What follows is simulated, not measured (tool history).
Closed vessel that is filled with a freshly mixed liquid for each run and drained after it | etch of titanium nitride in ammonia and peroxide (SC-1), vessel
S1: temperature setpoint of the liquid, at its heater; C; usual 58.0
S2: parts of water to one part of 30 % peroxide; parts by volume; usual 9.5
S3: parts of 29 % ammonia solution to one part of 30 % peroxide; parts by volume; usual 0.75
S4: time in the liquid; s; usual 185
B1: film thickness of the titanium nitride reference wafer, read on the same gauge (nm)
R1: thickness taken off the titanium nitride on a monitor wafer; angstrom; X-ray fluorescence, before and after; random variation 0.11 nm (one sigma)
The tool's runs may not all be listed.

Run 1, day 0.000: usual settings but S3 1.00 parts by volume; B1 90.01. Result: R1 307.8 angstrom.
Run 2, day 2.100: usual settings but S3 1.00 parts by volume; B1 89.98. Result: R1 306.5 angstrom.
Run 3, day 3.696: usual settings; B1 90.00. Result: R1 291.1 angstrom.
Run 4, day 6.388: usual settings but S3 0.95 parts by volume; B1 90.03. Result: R1 305.5 angstrom.
Run 5, day 8.133: usual settings but S3 0.95 parts by volume; B1 89.99. Result: R1 303.8 angstrom.
Run 6, day 10.592: usual settings but S3 0.95 parts by volume; B1 90.00. Result: R1 303.2 angstrom.
Run 7, day 11.892: usual settings; B1 89.97. Result: R1 293.5 angstrom.
Run 8, day 13.662: usual settings; B1 89.99. Result: R1 290.3 angstrom.
Run 9, day 16.454: usual settings; B1 90.00. Result: R1 290.9 angstrom.
Run 10, day 18.938: usual settings but S1 53.5 C, S3 1.05 parts by volume; B1 89.98. Result: R1 227.5 angstrom.
Run 11, day 20.292: usual settings but S1 53.5 C, S3 1.05 parts by volume; B1 89.97. Result: R1 226.7 angstrom.
Run 12, day 23.162: usual settings but S1 48.5 C; B1 89.99. Result: R1 152.7 angstrom.
At day 23.858: new drum of ammonia solution connected.
Run 13, day 25.396: usual settings but S1 61.5 C, S2 5.0 parts by volume; B1 90.01. Result: R1 497.4 angstrom.
At day 26.383: gauge calibrated.
Run 14, day 27.575: usual settings but S1 63.0 C, S3 0.60 parts by volume, S4 85 s; B1 90.02. Result: R1 177.7 angstrom.
At day 29.975: thermometer replaced.
Run 15, day 30.388: usual settings but S2 7.0 parts by volume; B1 90.00. Result: R1 351.4 angstrom.
Run 16, day 32.896: usual settings but S3 0.50 parts by volume; B1 89.99. Result: R1 277.8 angstrom.
Run 17, day 35.067: usual settings but S4 105 s; B1 90.00. Result: R1 168.6 angstrom.
At day 36.638: ammonia flow meter replaced.
Run 18, day 38.962: usual settings; B1 90.01. Result: R1 298.2 angstrom.
Run 19, day 41.167: usual settings but S3 0.55 parts by volume; B1 90.02. Result: R1 283.6 angstrom.
Run 20, day 42.367: usual settings; B1 89.99. Result: R1 299.2 angstrom.
Run 21, day 44.112: usual settings but S1 53.0 C, S2 6.5 parts by volume, S3 0.40 parts by volume, S4 125 s; B1 90.03. Result: R1 157.0 angstrom.
Run 22, day 45.812: usual settings; B1 89.99. Result: R1 297.5 angstrom.
Run 23, day 48.079: usual settings but S2 7.5 parts by volume, S4 75 s; B1 90.00. Result: R1 135.4 angstrom.
Run 24, day 50.800: usual settings; B1 90.03. Result: R1 295.3 angstrom.
Run 25, day 53.475: usual settings but S1 53.5 C, S3 1.05 parts by volume; B1 90.00. Result: R1 231.5 angstrom.
Run 26, day 55.846: usual settings; B1 90.02. Result: R1 297.8 angstrom.
Run 27, day 58.433: usual settings but S1 54.5 C, S3 0.95 parts by volume; B1 90.03. Result: R1 244.8 angstrom.
Run 28, day 60.079: usual settings but S4 260 s; B1 90.00. Result: R1 417.7 angstrom.

Forecast each of these 4 alternatives for the next run:
Run A, day 60.108: usual settings; B1 ?. Result: R1 ?.
Run B, day 60.108: usual settings but S1 54.5 C; B1 ?. Result: R1 ?.
Run C, day 60.108: usual settings but S1 51.0 C, S2 14.0 parts by volume, S3 0.90 parts by volume, S4 250 s; B1 ?. Result: R1 ?.
Run D, day 60.108: usual settings but S3 0.60 parts by volume, S4 250 s; B1 ?. Result: R1 ?.

run     B1     R1
  A  90.01  296.4
  B  90.01  234.3
  C  90.01  209.9
  D  90.01  386.2
Without the tool's hidden state the same runs would have given:
run     R1
  A  300.2
  B  237.4
  C  212.7
  D  391.1
